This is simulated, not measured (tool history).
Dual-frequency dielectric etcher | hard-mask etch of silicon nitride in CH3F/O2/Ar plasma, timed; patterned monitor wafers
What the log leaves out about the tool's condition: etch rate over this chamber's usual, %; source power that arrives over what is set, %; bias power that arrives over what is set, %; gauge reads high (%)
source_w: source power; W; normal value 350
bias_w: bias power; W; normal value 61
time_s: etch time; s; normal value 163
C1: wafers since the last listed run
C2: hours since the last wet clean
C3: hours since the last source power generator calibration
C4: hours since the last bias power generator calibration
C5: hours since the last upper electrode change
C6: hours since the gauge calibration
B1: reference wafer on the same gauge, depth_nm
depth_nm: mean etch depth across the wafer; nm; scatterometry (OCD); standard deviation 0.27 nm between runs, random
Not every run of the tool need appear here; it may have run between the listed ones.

Run 1, hour 0: usual settings but time_s 145.5 s; C1 0; C2 528.6; C3 3711.8; C4 2501.8; C5 3491.5; C6 1459.5; B1 116. Result: depth_nm 92.5 nm.
Run 2, hour 69.1: usual settings but source_w 300 W, time_s 181.5 s; C1 479; C2 597.7; C3 3780.9; C4 2570.9; C5 3560.6; C6 1528.6; B1 116. Result: depth_nm 110.6 nm.
At hour 108.9: wet clean of the chamber.
Run 3, hour 115.5: usual settings; C1 155; C2 6.6; C3 3827.3; C4 2617.3; C5 3607; C6 1575; B1 116. Result: depth_nm 102.2 nm.
Run 4, hour 178: usual settings; C1 433; C2 69.1; C3 3889.8; C4 2679.8; C5 3669.5; C6 1637.5; B1 116. Result: depth_nm 102.3 nm.
Run 5, hour 221.2: usual settings; C1 299; C2 112.3; C3 3933; C4 2723; C5 3712.7; C6 1680.7; B1 116. Result: depth_nm 101.9 nm.
At hour 313.7: bias power generator calibrated.
Run 6, hour 344.3: usual settings but bias_w 64 W; C1 826; C2 235.4; C3 4056.1; C4 30.6; C5 3835.8; C6 1803.8; B1 116. Result: depth_nm 106.6 nm.
Run 7, hour 397.5: usual settings but bias_w 64 W; C1 369; C2 288.6; C3 4109.3; C4 83.8; C5 3889; C6 1857; B1 116. Result: depth_nm 106.1 nm.
Run 8, hour 448: usual settings but source_w 390 W; C1 350; C2 339.1; C3 4159.8; C4 134.3; C5 3939.5; C6 1907.5; B1 116. Result: depth_nm 107.8 nm.
Run 9, hour 472.2: usual settings but time_s 197 s; C1 168; C2 363.3; C3 4184; C4 158.5; C5 3963.7; C6 1931.7; B1 116. Result: depth_nm 126.2 nm.
Run 10, hour 510.7: usual settings but time_s 197 s; C1 267; C2 401.8; C3 4222.5; C4 197; C5 4002.2; C6 1970.2; B1 116. Result: depth_nm 125.4 nm.
Run 11, hour 541.8: usual settings; C1 215; C2 432.9; C3 4253.6; C4 228.1; C5 4033.3; C6 2001.3; B1 116. Result: depth_nm 104.2 nm.
Run 12, hour 581.1: usual settings but bias_w 57 W, time_s 208 s; C1 272; C2 472.2; C3 4292.9; C4 267.4; C5 4072.6; C6 2040.6; B1 116. Result: depth_nm 129.1 nm.
Run 13, hour 635.4: usual settings but time_s 138 s; C1 377; C2 526.5; C3 4347.2; C4 321.7; C5 4126.9; C6 2094.9; B1 116. Result: depth_nm 88.6 nm.
At hour 679.2: gauge calibrated.
Run 14, hour 702.9: usual settings but source_w 430 W, bias_w 66 W, time_s 130.5 s; C1 468; C2 594; C3 4414.7; C4 389.2; C5 4194.4; C6 23.7; B1 116. Result: depth_nm 92 nm.
Run 15, hour 750.6: usual settings; C1 331; C2 641.7; C3 4462.4; C4 436.9; C5 4242.1; C6 71.4; B1 116.1. Result: depth_nm 105.1 nm.
At hour 776.9: wet clean of the chamber.
Run 16, hour 785.1: usual settings but time_s 195 s; C1 72; C2 8.2; C3 4496.9; C4 471.4; C5 4276.6; C6 105.9; B1 116. Result: depth_nm 122.8 nm.
Run 17, hour 903.8: usual settings but source_w 270 W, bias_w 51 W, time_s 197 s; C1 824; C2 126.9; C3 4615.6; C4 590.1; C5 4395.3; C6 224.6; B1 116. Result: depth_nm 108 nm.
Run 18, hour 945.4: usual settings; C1 288; C2 168.5; C3 4657.2; C4 631.7; C5 4436.9; C6 266.2; B1 116. Result: depth_nm 102.9 nm.
Run 19, hour 972.9: usual settings but source_w 270 W, bias_w 75 W, time_s 144.5 s; C1 190; C2 196; C3 4684.7; C4 659.2; C5 4464.4; C6 293.7; B1 116. Result: depth_nm 91.9 nm.
Run 20, hour 1028: usual settings but time_s 187 s; C1 382; C2 251.1; C3 4739.8; C4 714.3; C5 4519.5; C6 348.8; B1 116. Result: depth_nm 118.1 nm.
At hour 1076.8: source power generator calibrated.
At hour 1081.1: upper electrode replaced.
Run 21, hour 1081.6: usual settings; C1 314; C2 304.7; C3 4.8; C4 767.9; C5 0.5; C6 402.4; B1 116. Result: depth_nm 102.9 nm.
Run 22, hour 1144.2: usual settings but source_w 290 W, bias_w 47 W, time_s 144.5 s; C1 434; C2 367.3; C3 67.4; C4 830.5; C5 63.1; C6 465; B1 116. Result: depth_nm 78.5 nm.
Run 23, hour 1172.2: usual settings; C1 194; C2 395.3; C3 95.4; C4 858.5; C5 91.1; C6 493; B1 116. Result: depth_nm 103.3 nm.
Run 24, hour 1229.5: usual settings but source_w 390 W, bias_w 75 W, time_s 124.5 s; C1 397; C2 452.6; C3 152.7; C4 915.8; C5 148.4; C6 550.3; B1 116. Result: depth_nm 88.3 nm.
At hour 1288.5: wet clean of the chamber.
Run 25, hour 1406.9: usual settings but bias_w 67 W, time_s 122 s; C1 1065; C2 118.4; C3 330.1; C4 1093.2; C5 325.8; C6 727.7; B1 116.1. Result: depth_nm 79.4 nm.
Run 26, hour 1453.8: usual settings but source_w 380 W, bias_w 55 W; C1 325; C2 165.3; C3 377; C4 1140.1; C5 372.7; C6 774.6; B1 116. Result: depth_nm 100.9 nm.
Run 27, hour 1517.8: usual settings but source_w 270 W; C1 444; C2 229.3; C3 441; C4 1204.1; C5 436.7; C6 838.6; B1 115.9. Result: depth_nm 95.7 nm.
Run 28, hour 1556.1: usual settings; C1 265; C2 267.6; C3 479.3; C4 1242.4; C5 475; C6 876.9; B1 116. Result: depth_nm 102.9 nm.
Run 29, hour 1584.4: usual settings; C1 196; C2 295.9; C3 507.6; C4 1270.7; C5 503.3; C6 905.2; B1 116. Result: depth_nm 102.9 nm.
Run 30, hour 1624.5: usual settings; C1 278; C2 336; C3 547.7; C4 1310.8; C5 543.4; C6 945.3; B1 115.9. Result: depth_nm 103.4 nm.

4 ways to go on from here, each from the tool as it stands after run 30. What would each give?
Run A, hour 1625: usual settings but time_s 131.5 s; C1 3; C2 336.5; C3 548.2; C4 1311.3; C5 543.9; C6 945.8; B1 ?. Result: depth_nm ?.
Run B, hour 1625: usual settings but source_w 310 W, bias_w 50 W, time_s 136.5 s; C1 3; C2 336.5; C3 548.2; C4 1311.3; C5 543.9; C6 945.8; B1 ?. Result: depth_nm ?.
Run C, hour 1625: usual settings but bias_w 66 W, time_s 199.5 s; C1 3; C2 336.5; C3 548.2; C4 1311.3; C5 543.9; C6 945.8; B1 ?. Result: depth_nm ?.
Run D, hour 1625: usual settings but source_w 400 W, bias_w 69 W, time_s 199 s; C1 3; C2 336.5; C3 548.2; C4 1311.3; C5 543.9; C6 945.8; B1 ?. Result: depth_nm ?.

run   B1  depth_nm
  A  116      83.1
  B  116      77.1
  C  116     130.1
  D  116     137.3
What these runs would have given with no unlogged condition in the tool:
run  depth_nm
  A      83.4
  B      77.3
  C     130.6
  D     137.9
